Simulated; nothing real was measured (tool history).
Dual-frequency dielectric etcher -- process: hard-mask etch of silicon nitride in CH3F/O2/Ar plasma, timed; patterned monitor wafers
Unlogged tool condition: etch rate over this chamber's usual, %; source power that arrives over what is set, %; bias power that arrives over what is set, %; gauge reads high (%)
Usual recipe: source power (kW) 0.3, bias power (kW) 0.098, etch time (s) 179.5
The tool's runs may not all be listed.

| run | day | source power (kW) | bias power (kW) | etch time (s) | wafers since the last listed run | hours since the last wet clean | hours since the last source power generator calibration | hours since the last bias power generator calibration | hours since the last upper electrode change | hours since the gauge calibration | read-back reference wafer on the same gauge, depth_nm | mean etch depth across the wafer (angstrom) |
|---|---|---|---|---|---|---|---|---|---|---|---|---|
| 1 | 0 | 0.35 | 0.098 | 221.5 | 0 | 18.8 | 3876.7 | 2824.8 | 3661.1 | 1507.6 | 107.9 | 1576 |
| 2 | 2.267 | 0.3 | 0.098 | 179.5 | 464 | 73.2 | 3931.1 | 2879.2 | 3715.5 | 1562 | 108 | 1197 |
| 3 | 5.238 | 0.3 | 0.098 | 179.5 | 608 | 144.5 | 4002.4 | 2950.5 | 3786.8 | 1633.3 | 107.9 | 1190 |
| 4 | 7.7 | 0.3 | 0.098 | 179.5 | 504 | 203.6 | 4061.5 | 3009.6 | 3845.9 | 1692.4 | 108.2 | 1212 |
| 5 | 10.212 | 0.3 | 0.098 | 214 | 514 | 263.9 | 4121.8 | 3069.9 | 3906.2 | 1752.7 | 108 | 1428 |
| 6 | 12.004 | 0.3 | 0.098 | 214 | 366 | 306.9 | 4164.8 | 3112.9 | 3949.2 | 1795.7 | 108.1 | 1427 |
| 7 | 13.542 | 0.3 | 0.098 | 214 | 314 | 343.8 | 4201.7 | 3149.8 | 3986.1 | 1832.6 | 108 | 1430 |
| 8 | 14.858 | 0.3 | 0.098 | 179.5 | 269 | 375.4 | 4233.3 | 3181.4 | 4017.7 | 1864.2 | 108 | 1210 |
|  | 16.358 | gauge calibrated |
| 9 | 16.717 | 0.3 | 0.098 | 179.5 | 380 | 420 | 4277.9 | 3226 | 4062.3 | 8.6 | 107.8 | 1209 |
| 10 | 18.892 | 0.3 | 0.098 | 179.5 | 445 | 472.2 | 4330.1 | 3278.2 | 4114.5 | 60.8 | 108 | 1210 |
|  | 21.204 | upper electrode replaced |
| 11 | 21.283 | 0.3 | 0.098 | 179.5 | 284 | 529.6 | 4387.5 | 3335.6 | 1.9 | 118.2 | 108.1 | 1221 |
|  | 23.371 | wet clean of the chamber |
|  | 23.912 | bias power generator calibrated |
| 12 | 23.933 | 0.3 | 0.098 | 179.5 | 303 | 13.5 | 4451.1 | 0.5 | 65.5 | 181.8 | 107.8 | 1241 |
| 13 | 25.225 | 0.3 | 0.098 | 179.5 | 264 | 44.5 | 4482.1 | 31.5 | 96.5 | 212.8 | 107.9 | 1258 |
| 14 | 28.038 | 0.3 | 0.098 | 179.5 | 575 | 112 | 4549.6 | 99 | 164 | 280.3 | 108 | 1240 |
| 15 | 30.658 | 0.26 | 0.107 | 128.5 | 536 | 174.9 | 4612.5 | 161.9 | 226.9 | 343.2 | 108 | 896 |
| 16 | 32.221 | 0.22 | 0.08 | 216 | 319 | 212.4 | 4650 | 199.4 | 264.4 | 380.7 | 107.9 | 1196 |
| 17 | 34.575 | 0.3 | 0.098 | 179.5 | 482 | 268.9 | 4706.5 | 255.9 | 320.9 | 437.2 | 107.9 | 1255 |
|  | 35.454 | source power generator calibrated |
| 18 | 37.379 | 0.37 | 0.098 | 146.5 | 540 | 336.2 | 46.2 | 323.2 | 388.2 | 504.5 | 107.9 | 1129 |
| 19 | 39.133 | 0.3 | 0.098 | 179.5 | 359 | 378.3 | 88.3 | 365.3 | 430.3 | 546.6 | 108.1 | 1288 |
|  | 40.25 | wet clean of the chamber, repeated, since the last time left the tool worse |
| 20 | 41.658 | 0.3 | 0.111 | 179.5 | 312 | 33.8 | 148.9 | 425.9 | 490.9 | 607.2 | 108.1 | 1278 |
| 21 | 44.067 | 0.34 | 0.119 | 140.5 | 493 | 91.6 | 206.7 | 483.7 | 548.7 | 665 | 107.9 | 1083 |
| 22 | 46.829 | 0.34 | 0.119 | 140.5 | 565 | 157.9 | 273 | 550 | 615 | 731.3 | 108.2 | 1095 |
| 23 | 49.321 | 0.33 | 0.098 | 126.5 | 510 | 217.7 | 332.8 | 609.8 | 674.8 | 791.1 | 107.9 | 877 |
| 24 | 50.975 | 0.34 | 0.098 | 179.5 | 338 | 257.4 | 372.5 | 649.5 | 714.5 | 830.8 | 108 | 1270 |
| 25 | 53.967 | 0.3 | 0.098 | 179.5 | 612 | 329.2 | 444.3 | 721.3 | 786.3 | 902.6 | 108.1 | 1209 |
| 26 | 56.962 | 0.27 | 0.098 | 226.5 | 613 | 401.1 | 516.2 | 793.2 | 858.2 | 974.5 | 107.8 | 1448 |
| 27 | 57.996 | 0.3 | 0.114 | 179.5 | 211 | 425.9 | 541 | 818 | 883 | 999.3 | 108 | 1302 |
| 28 | 60.488 | 0.26 | 0.098 | 221.5 | 510 | 485.7 | 600.8 | 877.8 | 942.8 | 1059.1 | 107.8 | 1411 |
| 29 | 62.212 | 0.3 | 0.098 | 179.5 | 353 | 527.1 | 642.2 | 919.2 | 984.2 | 1100.5 | 108 | 1224 |
|  | 64.996 | wet clean of the chamber |
| 30 | 65.017 | 0.3 | 0.098 | 179.5 | 369 | 0.5 | 709.5 | 986.5 | 1051.5 | 1167.8 | 107.9 | 1187 |

Alternative continuations, all from the tool just after run 30; predict every row:
| A | 65.038 | 0.27 | 0.098 | 179.5 | 4 | 1 | 710 | 987 | 1052 | 1168.3 | ? | ? |
| B | 65.038 | 0.26 | 0.084 | 158.5 | 4 | 1 | 710 | 987 | 1052 | 1168.3 | ? | ? |
| C | 65.038 | 0.35 | 0.11 | 161.5 | 4 | 1 | 710 | 987 | 1052 | 1168.3 | ? | ? |

| run | read-back reference wafer on the same gauge, depth_nm | mean etch depth across the wafer (angstrom) |
|---|---|---|
| A | 108.1 | 1135 |
| B | 108.1 | 912 |
| C | 108.1 | 1206 |
Stripped of hidden state, with their random variation kept, the same runs would have yielded:
| run | mean etch depth across the wafer (angstrom) |
|---|---|
| A | 1131 |
| B | 908 |
| C | 1201 |
